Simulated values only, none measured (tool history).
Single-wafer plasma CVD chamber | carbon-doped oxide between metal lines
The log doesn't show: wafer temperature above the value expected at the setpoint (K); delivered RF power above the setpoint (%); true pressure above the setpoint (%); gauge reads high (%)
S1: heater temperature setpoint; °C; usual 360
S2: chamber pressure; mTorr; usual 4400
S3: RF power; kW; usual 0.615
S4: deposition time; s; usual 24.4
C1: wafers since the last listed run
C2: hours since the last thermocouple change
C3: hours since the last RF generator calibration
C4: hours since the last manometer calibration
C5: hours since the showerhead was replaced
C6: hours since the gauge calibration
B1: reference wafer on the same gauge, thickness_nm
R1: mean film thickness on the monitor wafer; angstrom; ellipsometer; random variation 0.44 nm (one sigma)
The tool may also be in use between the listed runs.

run    hour   S1    S2     S3    S4    C1     C2      C3      C4      C5      C6       B1       R1
  1     0.0  360  5050  0.615  24.4     0  604.8  1471.0  1450.4   132.3  2558.5  148.861  1349.06
  2    49.3  360  5050  0.615  24.4  1227  654.1  1520.3  1499.7   181.6  2607.8  148.937  1361.25
  3    79.2  360  5050  0.615  24.4   744  684.0  1550.2  1529.6   211.5  2637.7  149.027  1361.46
  4   115.3  360  4400  0.615  24.4   898  720.1  1586.3  1565.7   247.6  2673.8  148.965  1328.65
      143.1  -- RF generator calibrated
  5   171.2  360  4400  0.615  24.4  1192  776.0    28.1  1621.6   303.5  2729.7  148.986  1332.66
  6   217.6  360  5090  0.615  27.5  1154  822.4    74.5  1668.0   349.9  2776.1  149.116  1527.85
      331.0  -- thermocouple changed; heater temperature recalibrated
  7   416.8  374  4400  0.645  28.3  4759   85.8   273.7  1867.2   549.1  2975.3  148.909  1509.51
  8   455.1  360  4400  0.615  24.4   953  124.1   312.0  1905.5   587.4  3013.6  149.166  1328.06
  9   516.6  360  3770  0.515  24.4  1530  185.6   373.5  1967.0   648.9  3075.1  148.940  1200.62
 10   572.8  374  4400  0.675  24.4  1398  241.8   429.7  2023.2   705.1  3131.3  148.938  1342.32
 11   617.1  348  3830  0.560  25.7  1102  286.1   474.0  2067.5   749.4  3175.6  149.065  1357.54
      655.0  -- capacitance manometer re-zeroed and calibrated
 12   655.5  347  5080  0.615  20.9   756  324.5   512.4     0.5   787.8  3214.0  148.856  1204.14
 13   747.6  360  4400  0.515  24.4  2292  416.6   604.5    92.6   879.9  3306.1  149.099  1219.63
 14   788.1  360  4400  0.545  22.8  1008  457.1   645.0   133.1   920.4  3346.6  149.143  1172.81
 15   846.2  348  3450  0.510  24.4  1446  515.2   703.1   191.2   978.5  3404.7  149.059  1232.26
 16   876.0  366  5430  0.505  20.3   741  545.0   732.9   221.0  1008.3  3434.5  149.014  1031.63
      877.2  -- gauge calibrated
 17   910.6  370  4820  0.615  28.6   861  579.6   767.5   255.6  1042.9    33.4  149.077  1531.54
 18   972.4  360  4400  0.615  24.4  1538  641.4   829.3   317.4  1104.7    95.2  148.945  1326.98
 19  1085.9  360  4400  0.670  23.1  2825  754.9   942.8   430.9  1218.2   208.7  148.969  1314.25
 20  1145.3  371  3870  0.665  24.4  1478  814.3  1002.2   490.3  1277.6   268.1  149.008  1333.06
 21  1203.7  360  4030  0.615  28.8  1453  872.7  1060.6   548.7  1336.0   326.5  149.165  1554.52
 22  1236.8  360  4400  0.615  24.4   823  905.8  1093.7   581.8  1369.1   359.6  148.822  1346.44
     1267.0  -- thermocouple changed; heater temperature recalibrated
 23  1293.1  349  5330  0.615  24.4  1202   26.1  1150.0   638.1  1425.4   415.9  148.922  1394.70
 24  1332.2  360  4750  0.615  20.3   973   65.2  1189.1   677.2  1464.5   455.0  149.074  1110.29
     1385.2  -- RF generator calibrated
 25  1397.5  360  5220  0.565  24.4  1426  130.5    12.3   742.5  1529.8   520.3  149.029  1315.12
 26  1440.8  374  5010  0.615  24.4  1077  173.8    55.6   785.8  1573.1   563.6  148.938  1299.14
 27  1498.2  373  3640  0.500  24.4  1428  231.2   113.0   843.2  1630.5   621.0  149.050  1140.32
 28  1527.7  360  3920  0.615  19.7   734  260.7   142.5   872.7  1660.0   650.5  148.891  1056.16

Forecast each of these 4 alternatives for the next run:
  A  1528.1  360  4400  0.510  24.4   9  261.1  142.9  873.1  1660.4  650.9   ?   ?
  B  1528.1  360  4780  0.550  29.2   9  261.1  142.9  873.1  1660.4  650.9   ?   ?
  C  1528.1  349  3620  0.550  23.2   9  261.1  142.9  873.1  1660.4  650.9   ?   ?
  D  1528.1  367  5200  0.695  21.7   9  261.1  142.9  873.1  1660.4  650.9   ?   ?

run       B1       R1
  A  148.906  1226.05
  B  148.906  1531.34
  C  148.906  1214.54
  D  148.906  1265.07
Without the tool's hidden state the same runs would have given:
run       R1
  A  1225.15
  B  1530.21
  C  1213.54
  D  1264.22

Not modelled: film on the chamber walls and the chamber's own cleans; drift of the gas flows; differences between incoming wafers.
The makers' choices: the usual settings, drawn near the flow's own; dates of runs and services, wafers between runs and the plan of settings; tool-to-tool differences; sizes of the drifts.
